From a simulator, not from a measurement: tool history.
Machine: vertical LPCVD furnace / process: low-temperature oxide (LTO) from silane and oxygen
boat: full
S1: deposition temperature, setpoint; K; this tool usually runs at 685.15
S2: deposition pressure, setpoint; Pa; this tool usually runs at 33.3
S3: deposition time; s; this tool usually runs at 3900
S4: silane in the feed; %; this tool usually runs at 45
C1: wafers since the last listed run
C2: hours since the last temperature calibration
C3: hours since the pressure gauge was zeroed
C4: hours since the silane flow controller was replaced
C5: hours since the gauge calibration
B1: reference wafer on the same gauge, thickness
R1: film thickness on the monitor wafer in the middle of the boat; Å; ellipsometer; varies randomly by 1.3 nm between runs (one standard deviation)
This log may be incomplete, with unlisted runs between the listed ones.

run,hour,S1,S2,S3,S4,C1,C2,C3,C4,C5,B1,R1
1,0.0,685.15,33.3,3900,45,0,2328.8,2082.8,2258.8,21.4,767.66,9177.1
2,14.7,685.15,33.3,3900,45,229,2343.5,2097.5,2273.5,36.1,767.87,9161.6
3,33.4,685.15,33.3,3900,45,292,2362.2,2116.2,2292.2,54.8,767.50,9179.7
4,51.4,685.15,33.3,3900,45,281,2380.2,2134.2,2310.2,72.8,767.54,9164.9
5,59.4,685.15,33.3,3900,43,125,2388.2,2142.2,2318.2,80.8,768.46,8761.7
6,67.5,685.15,33.3,3900,43,126,2396.3,2150.3,2326.3,88.9,767.38,8769.2
7,87.4,685.15,33.3,3900,43,311,2416.2,2170.2,2346.2,108.8,768.20,8788.8
8,101.9,685.15,33.3,3900,45,226,2430.7,2184.7,2360.7,123.3,767.86,9179.4
9,119.1,685.15,33.3,3900,45,268,2447.9,2201.9,2377.9,140.5,768.32,9197.8
# hour 144.1: silane flow controller replaced
# hour 149.0: pressure gauge zeroed
10,149.5,685.15,33.3,3900,45,23,2478.3,0.5,5.4,170.9,768.00,9177.9
# hour 153.5: gauge calibrated
11,154.4,675.15,37.3,3900,45,76,2483.2,5.4,10.3,0.9,767.71,9313.1
12,164.6,685.15,31.3,3900,40,159,2493.4,15.6,20.5,11.1,767.51,7632.0

Run 13 is up next; what results do you expect?
# hour 191.0: thermocouples replaced and temperature profile calibrated
13,191.9,685.15,33.3,3900,45,51,0.9,42.9,47.8,38.4,?,?

B1: 768.37
R1: 9375.9 Å
With no hidden state in the tool, this same run would have given R1 8900.5 Å.
